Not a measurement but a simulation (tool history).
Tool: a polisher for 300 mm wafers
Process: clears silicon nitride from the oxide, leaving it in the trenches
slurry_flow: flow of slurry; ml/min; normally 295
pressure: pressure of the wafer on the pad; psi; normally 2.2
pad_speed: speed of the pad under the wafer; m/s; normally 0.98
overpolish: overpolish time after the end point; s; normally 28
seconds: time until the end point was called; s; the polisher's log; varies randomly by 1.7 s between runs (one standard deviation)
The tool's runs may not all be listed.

run	hour	slurry_flow	pressure	pad_speed	overpolish	incoming thickness of the incoming film, nm	seconds
1	0.0	295	2.2	0.98	28	80.6	124.1
# hour 36.3: slurry nozzle cleaned
# hour 57.9: worn pad replaced by a new one
2	71.5	295	2.2	0.98	28	81.2	114.5
3	131.5	295	1.8	0.98	28	79.9	140.1
4	324.1	295	1.8	0.98	28	80.1	148.5
5	420.0	295	2.2	0.98	28	79.6	123.3
6	484.6	295	2.2	0.98	28	78.9	123.6
# hour 489.7: worn pad replaced by a new one
7	583.5	295	2.2	0.98	28	79.6	118.2
8	684.2	295	2.2	0.98	28	80.4	120.0
9	764.4	295	2.2	1.12	28	79.3	106.4
# hour 812.2: head pressure recalibrated
10	812.7	295	2.2	0.98	28	80.1	120.8
# hour 863.4: slurry nozzle cleaned
11	881.5	295	2.2	0.98	28	80.2	125.5
12	924.8	295	2.2	0.98	28	81.7	129.5
# hour 954.5: worn pad replaced by a new one, of another model than before
13	1013.9	295	2.2	0.98	28	79.8	118.5
14	1061.1	295	2.2	0.98	28	80.8	119.2
15	1146.3	295	2.2	0.98	20	81.0	120.8
16	1187.5	295	2.2	0.98	20	79.8	119.4

Run 17 comes next. What will it give?
17	1273.0	375	2.4	0.98	28	79.6	?

{"run 17": {"seconds": 115.8}}
With the hidden condition absent and the run-to-run variation left alone, this run would have shown seconds 107.4 s.
